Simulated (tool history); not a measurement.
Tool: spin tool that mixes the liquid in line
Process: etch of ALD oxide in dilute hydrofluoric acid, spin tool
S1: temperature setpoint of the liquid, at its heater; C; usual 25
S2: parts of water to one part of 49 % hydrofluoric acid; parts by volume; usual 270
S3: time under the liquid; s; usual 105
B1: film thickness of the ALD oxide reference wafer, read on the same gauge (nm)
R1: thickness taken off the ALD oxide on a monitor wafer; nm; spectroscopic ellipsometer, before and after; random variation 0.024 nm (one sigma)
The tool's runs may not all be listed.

run   hour    S1   S2   S3      B1     R1
  1      0    25  270  105  89.979  4.469
  2   14.4    25  270  105  89.982  4.472
  3   23.3    25  270  105  90.009  4.502
  4   30.2    25  270  105   89.96  4.446
  5     46    25  270  105  89.993  4.481
  6   63.1    25  270  105  89.968   4.44
  7   78.5    25  270  105  89.977   4.44
  8   94.3    25  375  105  90.014   2.86
  9  105.3    25  375  105  89.972   2.87
 10  128.6    25  270  145  90.045  6.117
 11  142.8    25  270  145  90.024  6.091
 12  152.7    24  270  105  90.002  4.282
 13  161.4    24  270  105  89.976  4.255
 14  175.4    25  270  105  90.036  4.415
     184.3  -- hydrofluoric acid flow meter replaced
 15  187.9    25  270  105  89.973  4.919
 16  205.1    25  270   90  90.001  4.208
 17  211.5  28.5  235  105  90.007  6.597
 18  219.8  20.5  170  130  89.998  8.935
 19  230.5    25  270   85  90.013  3.943
 20  243.3    25  270  105  89.996  4.843
 21  256.6    28  390  105  89.994  3.298
 22  263.7    25  270  105  89.947  4.861
     267.1  -- gauge calibrated
 23  285.5    25  375  105  89.985  3.157
 24  297.1  22.5  390   45  90.026  1.168
 25    308  29.5  270  105   90.01  5.698
 26  318.5    25  270  105  89.947  4.811
     331.8  -- thermometer replaced
 27  334.3    25  270   45  90.036  2.081
 28  348.2    25  195  160  89.969  11.07
 29  362.7  21.5  225   40  89.974  2.026
 30  379.4  23.5  350   70  89.996  2.174
 31  385.6  26.5  270  105  89.988    5.1
 32  398.5    25  270  105  89.976  4.796
 33  410.1    25  175  105  90.013  8.256
 34  423.2    23  270  125  89.993  5.296

5 ways to go on from here, each from the tool as it stands after run 34. What would each give?
  A  423.6    25  270  105   ?   ?
  B  423.6  28.5  270   55   ?   ?
  C  423.6    27  145  105   ?   ?
  D  423.6  22.5  365  105   ?   ?
  E  423.6    27  405  170   ?   ?

run      B1      R1
  A  89.978   4.825
  B  89.978   2.848
  C  89.978  11.131
  D  89.978   2.987
  E  89.978   4.863
Without the tool's hidden state the same runs would have given:
run     R1
  A  4.966
  B  2.932
  C  11.43
  D  3.078
  E  5.017
